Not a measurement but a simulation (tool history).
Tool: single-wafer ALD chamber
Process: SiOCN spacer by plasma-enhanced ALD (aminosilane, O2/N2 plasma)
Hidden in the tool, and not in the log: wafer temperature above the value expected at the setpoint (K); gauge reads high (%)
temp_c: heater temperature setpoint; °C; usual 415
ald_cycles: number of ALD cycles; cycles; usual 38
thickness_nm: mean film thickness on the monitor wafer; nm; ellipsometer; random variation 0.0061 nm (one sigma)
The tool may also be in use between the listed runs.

| run | day | temp_c | ald_cycles | wafers since the last listed run | hours since the last thermocouple change | hours since the gauge calibration | read-back reference wafer on the same gauge, thickness_nm | thickness_nm |
|---|---|---|---|---|---|---|---|---|
| 1 | 0.000 | 415 | 38 | 0 | 778.6 | 347.9 | 2.092 | 2.205 |
|  | 1.767 | gauge calibrated |
| 2 | 2.929 | 415 | 38 | 508 | 848.9 | 27.9 | 2.091 | 2.213 |
| 3 | 4.783 | 415 | 38 | 321 | 893.4 | 72.4 | 2.091 | 2.225 |
| 4 | 6.467 | 415 | 38 | 292 | 933.8 | 112.8 | 2.091 | 2.214 |
| 5 | 7.625 | 415 | 34 | 201 | 961.6 | 140.6 | 2.091 | 1.978 |
| 6 | 8.942 | 415 | 34 | 228 | 993.2 | 172.2 | 2.093 | 1.980 |
| 7 | 11.879 | 415 | 34 | 509 | 1063.7 | 242.7 | 2.088 | 1.988 |
| 8 | 13.854 | 420 | 45 | 342 | 1111.1 | 290.1 | 2.091 | 2.575 |
| 9 | 15.700 | 415 | 43 | 320 | 1155.4 | 334.4 | 2.089 | 2.505 |
|  | 16.458 | thermocouple changed; heater temperature recalibrated |
| 10 | 17.946 | 427 | 36 | 331 | 35.7 | 388.3 | 2.090 | 2.046 |
|  | 19.583 | gauge calibrated |
| 11 | 20.792 | 426 | 43 | 494 | 104.0 | 29.0 | 2.090 | 2.464 |
| 12 | 23.212 | 415 | 38 | 420 | 162.1 | 87.1 | 2.092 | 2.231 |
| 13 | 26.004 | 415 | 36 | 484 | 229.1 | 154.1 | 2.090 | 2.119 |
| 14 | 28.171 | 415 | 38 | 376 | 281.1 | 206.1 | 2.088 | 2.233 |
| 15 | 30.608 | 405 | 45 | 423 | 339.6 | 264.6 | 2.091 | 2.734 |

4 ways to go on from here, each from the tool as it stands after run 15. What would each give?
| A | 30.629 | 415 | 40 | 3 | 340.1 | 265.1 | ? | ? |
| B | 30.629 | 403 | 31 | 3 | 340.1 | 265.1 | ? | ? |
| C | 30.629 | 411 | 32 | 3 | 340.1 | 265.1 | ? | ? |
| D | 30.629 | 421 | 31 | 3 | 340.1 | 265.1 | ? | ? |

| run | read-back reference wafer on the same gauge, thickness_nm | thickness_nm |
|---|---|---|
| A | 2.089 | 2.352 |
| B | 2.089 | 1.897 |
| C | 2.089 | 1.907 |
| D | 2.089 | 1.786 |
Without the tool's hidden state the same runs would have given:
| run | thickness_nm |
|---|---|
| A | 2.381 |
| B | 1.919 |
| C | 1.930 |
| D | 1.808 |
